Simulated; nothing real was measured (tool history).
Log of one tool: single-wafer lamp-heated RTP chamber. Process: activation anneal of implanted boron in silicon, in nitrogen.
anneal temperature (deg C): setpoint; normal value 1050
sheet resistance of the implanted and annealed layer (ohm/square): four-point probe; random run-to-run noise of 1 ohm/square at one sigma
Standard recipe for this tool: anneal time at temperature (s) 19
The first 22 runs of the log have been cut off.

| run | hour | anneal temperature (deg C) | anneal time at temperature (s) | wafers since the last listed run | wafers since the last pyrometer calibration | wafers since the reflector plate was cleaned | hours since the gauge calibration | read-back reference wafer on the same gauge, sheet resistance | sheet resistance of the implanted and annealed layer (ohm/square) |
|---|---|---|---|---|---|---|---|---|---|
|  | 298.3 | pyrometer window cleaned and pyrometer calibrated |
| 23 | 316.2 | 1024 | 28 | 185 | 130 | 593 | 170.8 | 753.37 | 683.43 |
| 24 | 331 | 1050 | 19 | 107 | 238 | 701 | 185.6 | 753.11 | 682.22 |
| 25 | 338.8 | 1033 | 9 | 56 | 295 | 758 | 193.4 | 753.57 | 685.52 |
| 26 | 347.5 | 1050 | 19 | 63 | 358 | 821 | 202.1 | 753.36 | 681.26 |
| 27 | 362.1 | 1062 | 30 | 106 | 464 | 927 | 216.7 | 752.8 | 673.45 |
| 28 | 377.1 | 1059 | 29 | 109 | 574 | 1036 | 231.7 | 752.66 | 675.63 |
| 29 | 384.2 | 1026 | 27 | 51 | 625 | 1088 | 238.8 | 752.57 | 680.77 |
| 30 | 400.4 | 1050 | 29 | 117 | 743 | 1206 | 255 | 752.56 | 677.57 |
| 31 | 414.9 | 1050 | 19 | 105 | 849 | 1312 | 269.5 | 752.52 | 682.56 |
| 32 | 422.4 | 1050 | 19 | 54 | 903 | 1366 | 277 | 752.37 | 680.71 |
| 33 | 433.4 | 1050 | 19 | 80 | 984 | 1447 | 288 | 752.17 | 682.62 |
| 34 | 450.1 | 1031 | 10 | 121 | 1105 | 1568 | 304.7 | 752.27 | 685.25 |
| 35 | 465.3 | 1066 | 28 | 110 | 1216 | 1679 | 319.9 | 751.31 | 674.03 |
| 36 | 480.8 | 1061 | 19 | 112 | 1329 | 1792 | 335.4 | 751.36 | 677.76 |
| 37 | 490 | 1028 | 10 | 67 | 1396 | 1859 | 344.6 | 751.35 | 683.79 |
|  | 504.1 | gauge calibrated |
| 38 | 506.1 | 1050 | 19 | 117 | 1513 | 1976 | 2 | 759.17 | 686.45 |

Forecast each of these 3 alternatives for the next run:
| A | 506.5 | 1050 | 19 | 2 | 1516 | 1979 | 2.4 | ? | ? |
| B | 506.5 | 1039 | 22 | 2 | 1516 | 1979 | 2.4 | ? | ? |
| C | 506.5 | 1076 | 24 | 2 | 1516 | 1979 | 2.4 | ? | ? |

| run | read-back reference wafer on the same gauge, sheet resistance | sheet resistance of the implanted and annealed layer (ohm/square) |
|---|---|---|
| A | 758.93 | 685.82 |
| B | 758.93 | 685.86 |
| C | 758.93 | 679.01 |
With no hidden state in the tool, these same runs would have given:
| run | sheet resistance of the implanted and annealed layer (ohm/square) |
|---|---|
| A | 688.49 |
| B | 688.54 |
| C | 681.66 |
